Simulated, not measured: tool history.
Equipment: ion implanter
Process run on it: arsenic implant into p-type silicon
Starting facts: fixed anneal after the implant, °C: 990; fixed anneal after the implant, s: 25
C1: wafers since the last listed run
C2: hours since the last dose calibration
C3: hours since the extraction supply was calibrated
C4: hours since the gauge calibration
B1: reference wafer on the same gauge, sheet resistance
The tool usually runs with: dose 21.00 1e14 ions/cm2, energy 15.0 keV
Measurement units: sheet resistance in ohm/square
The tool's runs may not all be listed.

{"run": 1, "day": 0.0, "dose": 21.0, "energy": 15.0, "C1": 0, "C2": 1552.8, "C3": 4491.6, "C4": 492.6, "B1": 90.01, "sheet resistance": 113.16}
{"run": 2, "day": 1.483, "dose": 21.0, "energy": 15.0, "C1": 916, "C2": 1588.4, "C3": 4527.2, "C4": 528.2, "B1": 90.01, "sheet resistance": 113.31}
{"run": 3, "day": 4.471, "dose": 25.57, "energy": 15.0, "C1": 1845, "C2": 1660.1, "C3": 4598.9, "C4": 599.9, "B1": 89.92, "sheet resistance": 110.12}
{"run": 4, "day": 6.071, "dose": 25.57, "energy": 15.0, "C1": 988, "C2": 1698.5, "C3": 4637.3, "C4": 638.3, "B1": 90.01, "sheet resistance": 110.26}
{"run": 5, "day": 7.333, "dose": 21.0, "energy": 15.0, "C1": 779, "C2": 1728.8, "C3": 4667.6, "C4": 668.6, "B1": 90.01, "sheet resistance": 113.32}
{"run": 6, "day": 10.267, "dose": 21.0, "energy": 15.0, "C1": 1811, "C2": 1799.2, "C3": 4738.0, "C4": 739.0, "B1": 89.97, "sheet resistance": 113.29}
{"run": 7, "day": 12.129, "dose": 21.0, "energy": 15.0, "C1": 1150, "C2": 1843.9, "C3": 4782.7, "C4": 783.7, "B1": 90.05, "sheet resistance": 113.09}
{"run": 8, "day": 13.838, "dose": 18.31, "energy": 15.0, "C1": 1055, "C2": 1884.9, "C3": 4823.7, "C4": 824.7, "B1": 90.03, "sheet resistance": 115.75}
{"run": 9, "day": 15.579, "dose": 18.31, "energy": 15.0, "C1": 1075, "C2": 1926.7, "C3": 4865.5, "C4": 866.5, "B1": 89.99, "sheet resistance": 116.18}
{"run": 10, "day": 16.975, "dose": 21.0, "energy": 15.0, "C1": 862, "C2": 1960.2, "C3": 4899.0, "C4": 900.0, "B1": 90.01, "sheet resistance": 113.3}
{"run": 11, "day": 18.783, "dose": 21.0, "energy": 15.0, "C1": 1116, "C2": 2003.6, "C3": 4942.4, "C4": 943.4, "B1": 90.01, "sheet resistance": 113.56}
{"day": 23.812, "done": "Faraday cup replaced and dose calibrated"}
{"run": 12, "day": 23.833, "dose": 19.01, "energy": 15.0, "C1": 2913, "C2": 0.5, "C3": 5063.6, "C4": 1064.6, "B1": 90.0, "sheet resistance": 116.19}
{"run": 13, "day": 24.75, "dose": 21.0, "energy": 15.0, "C1": 566, "C2": 22.5, "C3": 5085.6, "C4": 1086.6, "B1": 90.02, "sheet resistance": 113.93}
{"day": 26.075, "done": "gauge calibrated"}
{"run": 14, "day": 26.242, "dose": 21.0, "energy": 15.0, "C1": 921, "C2": 58.3, "C3": 5121.4, "C4": 4.0, "B1": 89.97, "sheet resistance": 113.88}
{"run": 15, "day": 31.938, "dose": 26.09, "energy": 10.5, "C1": 3518, "C2": 195.0, "C3": 5258.1, "C4": 140.7, "B1": 89.95, "sheet resistance": 120.37}
{"run": 16, "day": 33.629, "dose": 16.44, "energy": 15.0, "C1": 1044, "C2": 235.6, "C3": 5298.7, "C4": 181.3, "B1": 89.96, "sheet resistance": 119.48}
{"day": 35.388, "done": "extraction supply calibrated"}
{"run": 17, "day": 35.408, "dose": 21.0, "energy": 15.0, "C1": 893, "C2": 278.3, "C3": 0.5, "C4": 224.0, "B1": 90.03, "sheet resistance": 114.28}
{"day": 36.479, "done": "Faraday cup replaced and dose calibrated, repeated, since the last time left the tool worse"}
{"run": 18, "day": 37.375, "dose": 25.81, "energy": 19.0, "C1": 1008, "C2": 21.5, "C3": 47.7, "C4": 271.2, "B1": 90.02, "sheet resistance": 101.81}
{"run": 19, "day": 39.788, "dose": 16.62, "energy": 12.5, "C1": 1490, "C2": 79.4, "C3": 105.6, "C4": 329.1, "B1": 89.98, "sheet resistance": 123.17}
{"run": 20, "day": 41.042, "dose": 16.98, "energy": 20.0, "C1": 774, "C2": 109.5, "C3": 135.7, "C4": 359.2, "B1": 89.93, "sheet resistance": 106.67}
{"run": 21, "day": 43.188, "dose": 16.11, "energy": 11.0, "C1": 1325, "C2": 161.0, "C3": 187.2, "C4": 410.7, "B1": 90.07, "sheet resistance": 127.6}
{"run": 22, "day": 47.379, "dose": 24.96, "energy": 19.5, "C1": 2589, "C2": 261.6, "C3": 287.8, "C4": 511.3, "B1": 90.02, "sheet resistance": 101.48}
{"run": 23, "day": 49.733, "dose": 18.31, "energy": 15.0, "C1": 1454, "C2": 318.1, "C3": 344.3, "C4": 567.8, "B1": 90.0, "sheet resistance": 115.4}
{"run": 24, "day": 52.612, "dose": 21.0, "energy": 19.0, "C1": 1778, "C2": 387.2, "C3": 413.4, "C4": 636.9, "B1": 90.01, "sheet resistance": 104.64}
{"run": 25, "day": 54.071, "dose": 26.6, "energy": 15.0, "C1": 900, "C2": 422.2, "C3": 448.4, "C4": 671.9, "B1": 90.01, "sheet resistance": 109.59}
{"run": 26, "day": 55.146, "dose": 21.0, "energy": 15.0, "C1": 664, "C2": 448.0, "C3": 474.2, "C4": 697.7, "B1": 90.02, "sheet resistance": 112.9}
{"run": 27, "day": 56.988, "dose": 15.39, "energy": 17.0, "C1": 1137, "C2": 492.2, "C3": 518.4, "C4": 741.9, "B1": 90.01, "sheet resistance": 115.26}
{"run": 28, "day": 60.938, "dose": 23.25, "energy": 19.0, "C1": 2439, "C2": 587.0, "C3": 613.2, "C4": 836.7, "B1": 89.96, "sheet resistance": 103.12}

What if the next run were any one of these 4? Each begins from the tool's condition after run 28:
{"run": "A", "day": 60.954, "dose": 21.0, "energy": 10.5, "C1": 10, "C2": 587.4, "C3": 613.6, "C4": 837.1, "B1": "?", "sheet resistance": "?"}
{"run": "B", "day": 60.954, "dose": 25.22, "energy": 11.5, "C1": 10, "C2": 587.4, "C3": 613.6, "C4": 837.1, "B1": "?", "sheet resistance": "?"}
{"run": "C", "day": 60.954, "dose": 24.92, "energy": 18.0, "C1": 10, "C2": 587.4, "C3": 613.6, "C4": 837.1, "B1": "?", "sheet resistance": "?"}
{"run": "D", "day": 60.954, "dose": 25.03, "energy": 10.5, "C1": 10, "C2": 587.4, "C3": 613.6, "C4": 837.1, "B1": "?", "sheet resistance": "?"}

run=A B1=90.01 sheet_resistance=122.68
run=B B1=90.01 sheet_resistance=117.37
run=C B1=90.01 sheet_resistance=104.25
run=D B1=90.01 sheet_resistance=119.59
Had the tool no hidden state, the same runs would have come out as:
run=A sheet_resistance=122.72
run=B sheet_resistance=117.40
run=C sheet_resistance=104.28
run=D sheet_resistance=119.62

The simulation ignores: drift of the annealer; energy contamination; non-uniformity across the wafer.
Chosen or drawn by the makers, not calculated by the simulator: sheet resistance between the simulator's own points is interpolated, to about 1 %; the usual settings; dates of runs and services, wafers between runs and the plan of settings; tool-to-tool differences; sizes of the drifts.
